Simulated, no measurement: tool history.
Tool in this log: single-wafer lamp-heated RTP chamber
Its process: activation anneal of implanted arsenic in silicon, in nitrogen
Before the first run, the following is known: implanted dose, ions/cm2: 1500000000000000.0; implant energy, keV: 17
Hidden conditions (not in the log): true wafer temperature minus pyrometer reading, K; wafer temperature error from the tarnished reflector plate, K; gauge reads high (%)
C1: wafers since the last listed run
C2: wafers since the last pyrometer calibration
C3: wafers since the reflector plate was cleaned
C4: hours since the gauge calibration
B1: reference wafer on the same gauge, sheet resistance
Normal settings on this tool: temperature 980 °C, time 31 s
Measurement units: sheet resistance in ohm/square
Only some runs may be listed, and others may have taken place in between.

run 1 hour=0 | temperature=980 time=31 | C1=0 C2=2491 C3=2836 C4=938.3 | B1=120.02 | sheet_resistance=117.73
-- hour=60.1 gauge calibrated
run 2 hour=68.1 | temperature=970 time=31 | C1=538 C2=3029 C3=3375 C4=8 | B1=120.22 | sheet_resistance=123.14
run 3 hour=99.3 | temperature=980 time=35 | C1=246 C2=3276 C3=3622 C4=39.2 | B1=119.93 | sheet_resistance=114.26
-- hour=116.7 pyrometer window cleaned and pyrometer calibrated
run 4 hour=196.6 | temperature=980 time=35 | C1=706 C2=632 C3=4328 C4=136.5 | B1=120.2 | sheet_resistance=119.22
-- hour=246.6 reflector plate cleaned
run 5 hour=247.1 | temperature=980 time=31 | C1=336 C2=968 C3=3 C4=187 | B1=119.98 | sheet_resistance=121.37
run 6 hour=275.7 | temperature=980 time=31 | C1=226 C2=1194 C3=230 C4=215.6 | B1=120.03 | sheet_resistance=120.15
run 7 hour=362.6 | temperature=980 time=31 | C1=687 C2=1881 C3=917 C4=302.5 | B1=119.96 | sheet_resistance=119.87
run 8 hour=433.5 | temperature=980 time=31 | C1=560 C2=2442 C3=1478 C4=373.4 | B1=120.32 | sheet_resistance=117.99
run 9 hour=484.5 | temperature=980 time=39 | C1=403 C2=2846 C3=1881 C4=424.4 | B1=119.85 | sheet_resistance=113.51
-- hour=532.2 pyrometer window cleaned and pyrometer calibrated
run 10 hour=551.3 | temperature=973 time=31 | C1=465 C2=151 C3=2346 C4=491.2 | B1=119.97 | sheet_resistance=127.81
run 11 hour=615.6 | temperature=973 time=31 | C1=508 C2=659 C3=2855 C4=555.5 | B1=119.86 | sheet_resistance=125.82
run 12 hour=641.7 | temperature=980 time=31 | C1=206 C2=866 C3=3061 C4=581.6 | B1=120 | sheet_resistance=121.46
run 13 hour=684.4 | temperature=980 time=31 | C1=337 C2=1204 C3=3399 C4=624.3 | B1=120.06 | sheet_resistance=120.33
run 14 hour=734.9 | temperature=980 time=40 | C1=399 C2=1603 C3=3798 C4=674.8 | B1=120.26 | sheet_resistance=115.91
-- hour=796.8 reflector plate cleaned
run 15 hour=799 | temperature=980 time=40 | C1=443 C2=2047 C3=17 C4=738.9 | B1=119.84 | sheet_resistance=114.05
run 16 hour=848.8 | temperature=1000 time=14 | C1=393 C2=2441 C3=410 C4=788.7 | B1=119.94 | sheet_resistance=122.34
run 17 hour=877 | temperature=966 time=17 | C1=223 C2=2664 C3=634 C4=816.9 | B1=119.94 | sheet_resistance=136.16
-- hour=921 pyrometer window cleaned and pyrometer calibrated
run 18 hour=921.5 | temperature=980 time=31 | C1=288 C2=3 C3=922 C4=861.4 | B1=119.98 | sheet_resistance=122.21
run 19 hour=958.8 | temperature=980 time=31 | C1=295 C2=298 C3=1217 C4=898.7 | B1=119.84 | sheet_resistance=122.43
run 20 hour=1003.9 | temperature=980 time=31 | C1=356 C2=655 C3=1574 C4=943.8 | B1=119.91 | sheet_resistance=122.3
run 21 hour=1049.2 | temperature=980 time=31 | C1=358 C2=1013 C3=1932 C4=989.1 | B1=119.89 | sheet_resistance=121.52
run 22 hour=1120 | temperature=1004 time=31 | C1=559 C2=1573 C3=2492 C4=1059.9 | B1=120.19 | sheet_resistance=107.45
run 23 hour=1174.5 | temperature=966 time=48 | C1=431 C2=2004 C3=2923 C4=1114.4 | B1=120.14 | sheet_resistance=118.78
-- hour=1204.6 gauge calibrated
run 24 hour=1217.6 | temperature=952 time=36 | C1=340 C2=2345 C3=3264 C4=13 | B1=119.73 | sheet_resistance=134.06
run 25 hour=1304.9 | temperature=980 time=31 | C1=690 C2=3036 C3=3955 C4=100.3 | B1=120.15 | sheet_resistance=117.67
-- hour=1317.9 reflector plate cleaned
run 26 hour=1331.7 | temperature=961 time=31 | C1=148 C2=3184 C3=108 C4=127.1 | B1=119.87 | sheet_resistance=129.06
-- hour=1395.8 pyrometer window cleaned and pyrometer calibrated
run 27 hour=1398.9 | temperature=995 time=17 | C1=468 C2=24 C3=577 C4=194.3 | B1=120.09 | sheet_resistance=125.19
run 28 hour=1463.8 | temperature=967 time=20 | C1=513 C2=537 C3=1090 C4=259.2 | B1=119.88 | sheet_resistance=136.99
run 29 hour=1509.9 | temperature=1010 time=25 | C1=364 C2=902 C3=1454 C4=305.3 | B1=119.69 | sheet_resistance=108.44
run 30 hour=1561.9 | temperature=980 time=31 | C1=411 C2=1313 C3=1866 C4=357.3 | B1=119.7 | sheet_resistance=120.11

Forecast each of these 3 alternatives for the next run:
run A hour=1562.3 | temperature=980 time=31 | C1=3 C2=1316 C3=1869 C4=357.7 | B1=? | sheet_resistance=?
run B hour=1562.3 | temperature=980 time=20 | C1=3 C2=1316 C3=1869 C4=357.7 | B1=? | sheet_resistance=?
run C hour=1562.3 | temperature=1001 time=46 | C1=3 C2=1316 C3=1869 C4=357.7 | B1=? | sheet_resistance=?

run=A B1=119.89 sheet_resistance=120.27
run=B B1=119.89 sheet_resistance=128.13
run=C B1=119.89 sheet_resistance=101.5
Without the tool's hidden state the same runs would have given:
run=A sheet_resistance=122.91
run=B sheet_resistance=130.68
run=C sheet_resistance=103.68

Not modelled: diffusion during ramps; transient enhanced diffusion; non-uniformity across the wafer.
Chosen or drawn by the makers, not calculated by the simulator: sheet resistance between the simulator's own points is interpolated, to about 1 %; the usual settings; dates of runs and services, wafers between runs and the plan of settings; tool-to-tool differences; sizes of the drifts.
